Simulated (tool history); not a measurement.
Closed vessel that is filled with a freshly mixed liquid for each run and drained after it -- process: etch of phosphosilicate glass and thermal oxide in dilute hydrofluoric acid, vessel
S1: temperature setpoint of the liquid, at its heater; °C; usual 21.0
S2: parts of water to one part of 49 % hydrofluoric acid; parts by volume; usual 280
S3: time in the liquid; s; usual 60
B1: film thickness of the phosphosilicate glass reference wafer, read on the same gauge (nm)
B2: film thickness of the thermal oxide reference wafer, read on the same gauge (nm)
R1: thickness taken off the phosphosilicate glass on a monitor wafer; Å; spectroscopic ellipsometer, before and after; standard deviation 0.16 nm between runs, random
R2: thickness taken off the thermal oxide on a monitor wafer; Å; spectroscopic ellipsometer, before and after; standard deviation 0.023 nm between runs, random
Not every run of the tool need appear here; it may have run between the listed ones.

Run 1, hour 0.0: usual settings; B1 116.90; B2 38.980. Result: R1 250.4 Å, R2 7.03 Å.
Run 2, hour 62.5: usual settings; B1 116.84; B2 38.949. Result: R1 249.2 Å, R2 6.80 Å.
Run 3, hour 94.8: usual settings but S1 17.5 °C, S2 335 parts by volume; B1 116.79; B2 38.940. Result: R1 176.6 Å, R2 4.80 Å.
Run 4, hour 164.1: usual settings; B1 116.68; B2 38.902. Result: R1 249.3 Å, R2 6.95 Å.
Run 5, hour 220.0: usual settings but S1 23.0 °C, S2 220 parts by volume, S3 90 s; B1 116.60; B2 38.884. Result: R1 543.4 Å, R2 15.63 Å.
At hour 235.2: gauge calibrated.
At hour 265.9: thermometer replaced.
Run 6, hour 290.9: usual settings but S2 355 parts by volume, S3 30 s; B1 120.69; B2 40.224. Result: R1 95.2 Å, R2 2.74 Å.
Run 7, hour 332.4: usual settings but S3 80 s; B1 120.61; B2 40.218. Result: R1 346.2 Å, R2 9.49 Å.
At hour 375.6: hydrofluoric acid flow meter replaced.
Run 8, hour 393.8: usual settings but S1 18.0 °C, S2 370 parts by volume, S3 70 s; B1 120.58; B2 40.210. Result: R1 192.1 Å, R2 5.16 Å.
Run 9, hour 454.3: usual settings; B1 120.49; B2 40.142. Result: R1 258.4 Å, R2 7.40 Å.
Run 10, hour 485.0: usual settings but S1 22.5 °C, S2 385 parts by volume, S3 85 s; B1 120.45; B2 40.158. Result: R1 257.0 Å, R2 7.77 Å.
Run 11, hour 556.5: usual settings but S1 18.0 °C, S2 395 parts by volume, S3 70 s; B1 120.30; B2 40.147. Result: R1 173.7 Å, R2 4.97 Å.
Run 12, hour 593.4: usual settings but S1 23.5 °C, S2 180 parts by volume, S3 30 s; B1 120.29; B2 40.093. Result: R1 242.2 Å, R2 7.14 Å.
Run 13, hour 626.3: usual settings; B1 120.22; B2 40.067. Result: R1 256.9 Å, R2 6.96 Å.
Run 14, hour 653.0: usual settings but S2 400 parts by volume; B1 120.19; B2 40.077. Result: R1 164.2 Å, R2 4.61 Å.
Run 15, hour 681.4: usual settings but S1 24.5 °C, S2 180 parts by volume; B1 120.12; B2 40.035. Result: R1 504.1 Å, R2 13.90 Å.
Run 16, hour 737.5: usual settings but S2 240 parts by volume; B1 120.06; B2 40.053. Result: R1 311.5 Å, R2 9.35 Å.
Run 17, hour 808.2: usual settings but S1 24.0 °C, S2 160 parts by volume; B1 120.02; B2 39.983. Result: R1 571.7 Å, R2 15.22 Å.
Run 18, hour 872.0: usual settings but S1 19.5 °C, S2 385 parts by volume, S3 90 s; B1 119.89; B2 39.962. Result: R1 242.8 Å, R2 6.68 Å.
Run 19, hour 912.8: usual settings but S2 380 parts by volume; B1 119.89; B2 39.952. Result: R1 172.2 Å, R2 4.80 Å.
Run 20, hour 941.5: usual settings but S1 24.0 °C, S2 160 parts by volume; B1 119.83; B2 39.913. Result: R1 569.8 Å, R2 16.89 Å.
At hour 996.1: hydrofluoric acid flow meter replaced.
Run 21, hour 1001.0: usual settings but S1 17.0 °C, S3 70 s; B1 119.73; B2 39.917. Result: R1 257.5 Å, R2 6.74 Å.
Run 22, hour 1045.5: usual settings but S1 18.0 °C; B1 119.68; B2 39.867. Result: R1 228.5 Å, R2 6.18 Å.
Run 23, hour 1105.9: usual settings but S1 17.0 °C, S3 35 s; B1 119.57; B2 39.839. Result: R1 129.5 Å, R2 3.66 Å.
Run 24, hour 1143.6: usual settings but S3 40 s; B1 119.53; B2 39.848. Result: R1 172.2 Å, R2 4.67 Å.

Each row is a separate what-if for the run after 24, all from the same tool condition, not one after another. Results?
Run A, hour 1144.3: usual settings but S1 19.0 °C; B1 ?; B2 ?. Result: R1 ?, R2 ?.
Run B, hour 1144.3: usual settings but S1 26.0 °C; B1 ?; B2 ?. Result: R1 ?, R2 ?.
Run C, hour 1144.3: usual settings but S1 18.5 °C, S2 315 parts by volume, S3 90 s; B1 ?; B2 ?. Result: R1 ?, R2 ?.
Run D, hour 1144.3: usual settings but S2 140 parts by volume, S3 50 s; B1 ?; B2 ?. Result: R1 ?, R2 ?.
Run E, hour 1144.3: usual settings but S1 24.0 °C, S2 210 parts by volume, S3 30 s; B1 ?; B2 ?. Result: R1 ?, R2 ?.

run      B1      B2     R1     R2
  A  119.50  39.842  238.3   6.69
  B  119.50  39.842  306.2   8.60
  C  119.50  39.842  302.6   8.50
  D  119.50  39.842  491.7  13.81
  E  119.50  39.842  204.6   5.75
Without the tool's unlogged condition, the same runs would have read:
run     R1     R2
  A  239.3   6.72
  B  307.4   8.63
  C  303.8   8.53
  D  493.7  13.86
  E  205.4   5.77
